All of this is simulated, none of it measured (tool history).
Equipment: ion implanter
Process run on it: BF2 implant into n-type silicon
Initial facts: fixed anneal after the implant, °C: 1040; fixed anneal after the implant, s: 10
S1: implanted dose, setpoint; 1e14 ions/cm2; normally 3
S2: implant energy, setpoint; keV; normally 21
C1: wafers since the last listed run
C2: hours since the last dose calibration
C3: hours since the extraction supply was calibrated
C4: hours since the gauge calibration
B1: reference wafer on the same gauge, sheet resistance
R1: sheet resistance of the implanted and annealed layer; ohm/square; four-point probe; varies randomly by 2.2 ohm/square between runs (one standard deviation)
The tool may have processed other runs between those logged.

{"run": 1, "hour": 0.0, "S1": 3, "S2": 21, "C1": 0, "C2": 308, "C3": 6647.1, "C4": 836.5, "B1": 382.11, "R1": 403.42}
{"run": 2, "hour": 49.6, "S1": 3, "S2": 21, "C1": 982, "C2": 357.6, "C3": 6696.7, "C4": 886.1, "B1": 381.16, "R1": 400.43}
{"run": 3, "hour": 117.2, "S1": 3, "S2": 21, "C1": 1338, "C2": 425.2, "C3": 6764.3, "C4": 953.7, "B1": 381.28, "R1": 402.56}
{"run": 4, "hour": 181.9, "S1": 3, "S2": 21, "C1": 1281, "C2": 489.9, "C3": 6829, "C4": 1018.4, "B1": 381.16, "R1": 401.49}
{"run": 5, "hour": 213.8, "S1": 3, "S2": 21, "C1": 631, "C2": 521.8, "C3": 6860.9, "C4": 1050.3, "B1": 381.79, "R1": 402.26}
{"run": 6, "hour": 273.2, "S1": 3.51, "S2": 21, "C1": 1176, "C2": 581.2, "C3": 6920.3, "C4": 1109.7, "B1": 381.47, "R1": 352.81}
{"run": 7, "hour": 324.5, "S1": 3.51, "S2": 21, "C1": 1015, "C2": 632.5, "C3": 6971.6, "C4": 1161, "B1": 382.24, "R1": 350.21}
{"run": 8, "hour": 370.1, "S1": 3, "S2": 21, "C1": 902, "C2": 678.1, "C3": 7017.2, "C4": 1206.6, "B1": 381.83, "R1": 403.49}
{"run": 9, "hour": 461.6, "S1": 3.71, "S2": 21, "C1": 1811, "C2": 769.6, "C3": 7108.7, "C4": 1298.1, "B1": 382.14, "R1": 334.42}
{"run": 10, "hour": 523.6, "S1": 3.37, "S2": 28, "C1": 1227, "C2": 831.6, "C3": 7170.7, "C4": 1360.1, "B1": 381.85, "R1": 356.08}
{"hour": 554.1, "done": "extraction supply calibrated"}
{"run": 11, "hour": 558.3, "S1": 3.47, "S2": 25.5, "C1": 528, "C2": 866.3, "C3": 4.2, "C4": 1394.8, "B1": 382.11, "R1": 350.95}
{"hour": 597.3, "done": "gauge calibrated"}
{"run": 12, "hour": 622.7, "S1": 2.33, "S2": 24.5, "C1": 1275, "C2": 930.7, "C3": 68.6, "C4": 25.4, "B1": 381.98, "R1": 493.54}
{"run": 13, "hour": 691.6, "S1": 2.67, "S2": 27, "C1": 1364, "C2": 999.6, "C3": 137.5, "C4": 94.3, "B1": 381.94, "R1": 430.01}
{"run": 14, "hour": 761.2, "S1": 2.54, "S2": 17.5, "C1": 1378, "C2": 1069.2, "C3": 207.1, "C4": 163.9, "B1": 382.12, "R1": 474.37}
{"hour": 776.6, "done": "Faraday cup replaced and dose calibrated"}
{"run": 15, "hour": 962.0, "S1": 2.42, "S2": 27, "C1": 3817, "C2": 185.4, "C3": 407.9, "C4": 364.7, "B1": 382.13, "R1": 469.06}
{"run": 16, "hour": 1008.1, "S1": 3.42, "S2": 14.5, "C1": 912, "C2": 231.5, "C3": 454, "C4": 410.8, "B1": 381.5, "R1": 376.24}
{"run": 17, "hour": 1070.7, "S1": 3, "S2": 21, "C1": 1239, "C2": 294.1, "C3": 516.6, "C4": 473.4, "B1": 382.9, "R1": 403.2}
{"run": 18, "hour": 1131.6, "S1": 2.49, "S2": 17.5, "C1": 1205, "C2": 355, "C3": 577.5, "C4": 534.3, "B1": 382.43, "R1": 480.75}
{"run": 19, "hour": 1192.0, "S1": 3, "S2": 21, "C1": 1196, "C2": 415.4, "C3": 637.9, "C4": 594.7, "B1": 381.96, "R1": 403.09}

What if the next run were any one of these 4? Each begins from the tool's condition after run 19:
{"run": "A", "hour": 1192.4, "S1": 3, "S2": 21, "C1": 7, "C2": 415.8, "C3": 638.3, "C4": 595.1, "B1": "?", "R1": "?"}
{"run": "B", "hour": 1192.4, "S1": 3.87, "S2": 26, "C1": 7, "C2": 415.8, "C3": 638.3, "C4": 595.1, "B1": "?", "R1": "?"}
{"run": "C", "hour": 1192.4, "S1": 3, "S2": 27, "C1": 7, "C2": 415.8, "C3": 638.3, "C4": 595.1, "B1": "?", "R1": "?"}
{"run": "D", "hour": 1192.4, "S1": 2.32, "S2": 21, "C1": 7, "C2": 415.8, "C3": 638.3, "C4": 595.1, "B1": "?", "R1": "?"}

run=A B1=381.93 R1=405.15
run=B B1=381.93 R1=318.97
run=C B1=381.93 R1=394.92
run=D B1=381.93 R1=503.97
Without the tool's hidden state the same runs would have given:
run=A R1=405.15
run=B R1=318.97
run=C R1=394.92
run=D R1=503.97

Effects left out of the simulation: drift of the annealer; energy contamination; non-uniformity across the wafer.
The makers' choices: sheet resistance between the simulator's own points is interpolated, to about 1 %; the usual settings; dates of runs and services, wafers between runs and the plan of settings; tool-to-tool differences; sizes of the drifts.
